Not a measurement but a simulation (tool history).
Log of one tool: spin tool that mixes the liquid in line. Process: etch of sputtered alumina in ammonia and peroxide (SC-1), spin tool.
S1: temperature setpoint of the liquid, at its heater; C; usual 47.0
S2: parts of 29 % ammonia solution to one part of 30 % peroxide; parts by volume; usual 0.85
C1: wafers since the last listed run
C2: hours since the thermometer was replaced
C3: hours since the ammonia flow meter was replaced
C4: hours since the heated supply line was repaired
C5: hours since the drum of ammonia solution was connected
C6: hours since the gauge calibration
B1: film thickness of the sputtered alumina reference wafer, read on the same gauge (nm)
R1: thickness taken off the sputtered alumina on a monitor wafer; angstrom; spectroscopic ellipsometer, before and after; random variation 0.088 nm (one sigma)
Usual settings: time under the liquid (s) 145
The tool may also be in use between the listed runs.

run 1 hour=0.0 | S1=50.0 S2=0.85 time_under_the_liquid_(s)=190 | C1=0 C2=845.6 C3=2349.8 C4=2431.0 C5=126.3 C6=231.4 | B1=69.98 | R1=157.9
run 2 hour=16.1 | S1=41.5 S2=0.85 time_under_the_liquid_(s)=145 | C1=108 C2=861.7 C3=2365.9 C4=2447.1 C5=142.4 C6=247.5 | B1=70.04 | R1=74.4
run 3 hour=50.7 | S1=51.5 S2=0.85 time_under_the_liquid_(s)=145 | C1=233 C2=896.3 C3=2400.5 C4=2481.7 C5=177.0 C6=282.1 | B1=69.99 | R1=128.7
run 4 hour=66.4 | S1=47.0 S2=0.85 time_under_the_liquid_(s)=145 | C1=106 C2=912.0 C3=2416.2 C4=2497.4 C5=192.7 C6=297.8 | B1=70.01 | R1=100.2
run 5 hour=96.4 | S1=47.0 S2=0.85 time_under_the_liquid_(s)=145 | C1=202 C2=942.0 C3=2446.2 C4=2527.4 C5=222.7 C6=327.8 | B1=69.99 | R1=101.4
-- hour=115.6 gauge calibrated
run 6 hour=120.0 | S1=47.0 S2=0.85 time_under_the_liquid_(s)=145 | C1=159 C2=965.6 C3=2469.8 C4=2551.0 C5=246.3 C6=4.4 | B1=70.00 | R1=100.6
run 7 hour=140.9 | S1=47.0 S2=0.85 time_under_the_liquid_(s)=145 | C1=141 C2=986.5 C3=2490.7 C4=2571.9 C5=267.2 C6=25.3 | B1=69.99 | R1=100.2
-- hour=164.7 heated supply line repaired
run 8 hour=174.9 | S1=47.0 S2=0.85 time_under_the_liquid_(s)=145 | C1=222 C2=1020.5 C3=2524.7 C4=10.2 C5=301.2 C6=59.3 | B1=69.97 | R1=100.4
run 9 hour=189.5 | S1=51.5 S2=0.85 time_under_the_liquid_(s)=70 | C1=98 C2=1035.1 C3=2539.3 C4=24.8 C5=315.8 C6=73.9 | B1=70.01 | R1=62.4
-- hour=214.7 new drum of ammonia solution connected
run 10 hour=223.9 | S1=42.0 S2=0.45 time_under_the_liquid_(s)=80 | C1=225 C2=1069.5 C3=2573.7 C4=59.2 C5=9.2 C6=108.3 | B1=70.01 | R1=38.8
-- hour=235.0 thermometer replaced
-- hour=244.4 ammonia flow meter replaced
run 11 hour=257.2 | S1=47.0 S2=0.85 time_under_the_liquid_(s)=145 | C1=211 C2=22.2 C3=12.8 C4=92.5 C5=42.5 C6=141.6 | B1=69.99 | R1=100.6

Run 12 comes next. What will it give?
run 12 hour=275.6 | S1=55.5 S2=0.60 time_under_the_liquid_(s)=110 | C1=124 C2=40.6 C3=31.2 C4=110.9 C5=60.9 C6=160.0 | B1=? | R1=?

Run 12 gave B1 69.98, R1 119.0 angstrom.
Without the tool's hidden state the same run would have given R1 119.0 angstrom.
